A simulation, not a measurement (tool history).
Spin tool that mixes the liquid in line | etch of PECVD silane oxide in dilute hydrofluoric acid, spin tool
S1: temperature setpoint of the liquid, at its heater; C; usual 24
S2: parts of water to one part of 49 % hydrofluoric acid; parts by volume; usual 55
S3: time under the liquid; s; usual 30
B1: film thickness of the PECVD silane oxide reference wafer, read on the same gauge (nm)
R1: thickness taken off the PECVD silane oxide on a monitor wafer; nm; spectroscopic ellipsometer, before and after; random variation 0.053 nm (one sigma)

{"run": 1, "hour": 0.0, "S1": 24, "S2": 55, "S3": 30, "B1": 100, "R1": 12.46}
{"run": 2, "hour": 49.6, "S1": 24, "S2": 55, "S3": 30, "B1": 100.02, "R1": 12.58}
{"run": 3, "hour": 117.5, "S1": 24, "S2": 55, "S3": 30, "B1": 99.99, "R1": 12.67}
{"run": 4, "hour": 198.9, "S1": 24, "S2": 55, "S3": 30, "B1": 100.02, "R1": 12.73}
{"run": 5, "hour": 259.9, "S1": 24, "S2": 55, "S3": 30, "B1": 99.97, "R1": 12.82}
{"run": 6, "hour": 332.5, "S1": 27.5, "S2": 55, "S3": 15, "B1": 99.97, "R1": 7.42}
{"run": 7, "hour": 431.8, "S1": 22, "S2": 55, "S3": 45, "B1": 99.99, "R1": 17.97}
{"hour": 443.3, "done": "hydrofluoric acid flow meter replaced"}
{"run": 8, "hour": 475.7, "S1": 22, "S2": 55, "S3": 45, "B1": 99.99, "R1": 17.42}
{"run": 9, "hour": 545.2, "S1": 22, "S2": 55, "S3": 45, "B1": 99.95, "R1": 17.51}
{"run": 10, "hour": 591.3, "S1": 24, "S2": 55, "S3": 30, "B1": 100, "R1": 12.75}
{"run": 11, "hour": 693.3, "S1": 24, "S2": 55, "S3": 30, "B1": 100.02, "R1": 12.74}
{"run": 12, "hour": 755.1, "S1": 20.5, "S2": 55, "S3": 30, "B1": 99.98, "R1": 11.09}
{"run": 13, "hour": 827.3, "S1": 24, "S2": 40, "S3": 30, "B1": 100, "R1": 18.18}
{"hour": 860.2, "done": "gauge calibrated"}
{"hour": 885.5, "done": "hydrofluoric acid flow meter replaced"}
{"run": 14, "hour": 894.8, "S1": 24, "S2": 40, "S3": 30, "B1": 99.96, "R1": 17.74}
{"run": 15, "hour": 987.1, "S1": 24, "S2": 55, "S3": 30, "B1": 99.98, "R1": 12.82}
{"run": 16, "hour": 1027.8, "S1": 20, "S2": 55, "S3": 20, "B1": 100.01, "R1": 7.23}
{"run": 17, "hour": 1090.5, "S1": 24, "S2": 55, "S3": 30, "B1": 100, "R1": 12.95}
{"hour": 1109.8, "done": "thermometer replaced"}
{"run": 18, "hour": 1182.3, "S1": 21, "S2": 85, "S3": 15, "B1": 100.02, "R1": 3.42}
{"run": 19, "hour": 1248.7, "S1": 19.5, "S2": 75, "S3": 20, "B1": 99.96, "R1": 4.96}

Run 20 comes next. What will it give?
{"run": 20, "hour": 1336.2, "S1": 22, "S2": 55, "S3": 45, "B1": "?", "R1": "?"}

{"run 20": {"B1": 99.99, "R1": 17.68}}
Without the tool's hidden state the same run would have given R1 16.83 nm.

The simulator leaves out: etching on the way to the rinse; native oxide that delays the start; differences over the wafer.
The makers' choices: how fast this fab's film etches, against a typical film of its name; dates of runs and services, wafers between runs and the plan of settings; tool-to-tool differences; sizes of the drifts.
